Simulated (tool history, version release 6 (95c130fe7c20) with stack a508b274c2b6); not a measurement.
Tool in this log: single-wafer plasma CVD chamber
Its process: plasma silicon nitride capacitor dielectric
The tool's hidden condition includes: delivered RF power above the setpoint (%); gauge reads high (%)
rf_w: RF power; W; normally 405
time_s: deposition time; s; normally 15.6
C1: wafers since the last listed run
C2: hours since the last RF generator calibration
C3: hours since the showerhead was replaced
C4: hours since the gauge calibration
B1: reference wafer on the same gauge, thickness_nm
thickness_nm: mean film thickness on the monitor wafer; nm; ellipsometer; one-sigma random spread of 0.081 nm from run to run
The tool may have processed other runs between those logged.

{"run": 1, "hour": 0.0, "rf_w": 405, "time_s": 15.6, "C1": 0, "C2": 1657, "C3": 4468.8, "C4": 105.6, "B1": 23.92, "thickness_nm": 21.874}
{"run": 2, "hour": 15.9, "rf_w": 405, "time_s": 15.6, "C1": 378, "C2": 1672.9, "C3": 4484.7, "C4": 121.5, "B1": 23.918, "thickness_nm": 21.793}
{"run": 3, "hour": 26.7, "rf_w": 405, "time_s": 17.4, "C1": 256, "C2": 1683.7, "C3": 4495.5, "C4": 132.3, "B1": 23.89, "thickness_nm": 24.248}
{"run": 4, "hour": 39.0, "rf_w": 405, "time_s": 15.6, "C1": 292, "C2": 1696, "C3": 4507.8, "C4": 144.6, "B1": 23.896, "thickness_nm": 21.78}
{"run": 5, "hour": 54.9, "rf_w": 405, "time_s": 15.6, "C1": 378, "C2": 1711.9, "C3": 4523.7, "C4": 160.5, "B1": 23.863, "thickness_nm": 21.763}
{"run": 6, "hour": 66.4, "rf_w": 465, "time_s": 15.6, "C1": 273, "C2": 1723.4, "C3": 4535.2, "C4": 172, "B1": 23.876, "thickness_nm": 22.886}
{"run": 7, "hour": 82.2, "rf_w": 345, "time_s": 14.8, "C1": 375, "C2": 1739.2, "C3": 4551, "C4": 187.8, "B1": 23.912, "thickness_nm": 19.402}
{"run": 8, "hour": 97.4, "rf_w": 435, "time_s": 16.7, "C1": 361, "C2": 1754.4, "C3": 4566.2, "C4": 203, "B1": 23.934, "thickness_nm": 23.934}
{"hour": 113.0, "done": "RF generator calibrated"}
{"run": 9, "hour": 113.5, "rf_w": 435, "time_s": 16.7, "C1": 192, "C2": 0.5, "C3": 4582.3, "C4": 219.1, "B1": 23.916, "thickness_nm": 24.02}
{"run": 10, "hour": 123.9, "rf_w": 435, "time_s": 16.7, "C1": 247, "C2": 10.9, "C3": 4592.7, "C4": 229.5, "B1": 23.864, "thickness_nm": 23.864}
{"hour": 132.8, "done": "showerhead replaced"}
{"run": 11, "hour": 138.7, "rf_w": 480, "time_s": 15.6, "C1": 161, "C2": 25.7, "C3": 5.9, "C4": 244.3, "B1": 23.915, "thickness_nm": 23.302}
{"hour": 146.1, "done": "gauge calibrated"}
{"run": 12, "hour": 153.4, "rf_w": 380, "time_s": 15.6, "C1": 349, "C2": 40.4, "C3": 20.6, "C4": 7.3, "B1": 23.882, "thickness_nm": 21.234}
{"run": 13, "hour": 167.0, "rf_w": 405, "time_s": 15.6, "C1": 323, "C2": 54, "C3": 34.2, "C4": 20.9, "B1": 23.874, "thickness_nm": 21.769}
{"run": 14, "hour": 183.9, "rf_w": 445, "time_s": 13.8, "C1": 402, "C2": 70.9, "C3": 51.1, "C4": 37.8, "B1": 23.88, "thickness_nm": 19.869}
{"run": 15, "hour": 191.9, "rf_w": 485, "time_s": 12.9, "C1": 190, "C2": 78.9, "C3": 59.1, "C4": 45.8, "B1": 23.902, "thickness_nm": 19.244}
{"run": 16, "hour": 204.9, "rf_w": 405, "time_s": 15.6, "C1": 309, "C2": 91.9, "C3": 72.1, "C4": 58.8, "B1": 23.965, "thickness_nm": 21.702}
{"run": 17, "hour": 215.8, "rf_w": 440, "time_s": 17, "C1": 259, "C2": 102.8, "C3": 83, "C4": 69.7, "B1": 23.899, "thickness_nm": 24.464}
{"run": 18, "hour": 233.4, "rf_w": 355, "time_s": 16.4, "C1": 418, "C2": 120.4, "C3": 100.6, "C4": 87.3, "B1": 23.935, "thickness_nm": 21.695}
{"run": 19, "hour": 249.7, "rf_w": 370, "time_s": 16.8, "C1": 387, "C2": 136.7, "C3": 116.9, "C4": 103.6, "B1": 23.886, "thickness_nm": 22.587}

State the hidden condition of the tool at each of the runs:
delivered RF power above the setpoint (%): 0 at every run
gauge reads high (%): 0 at every run
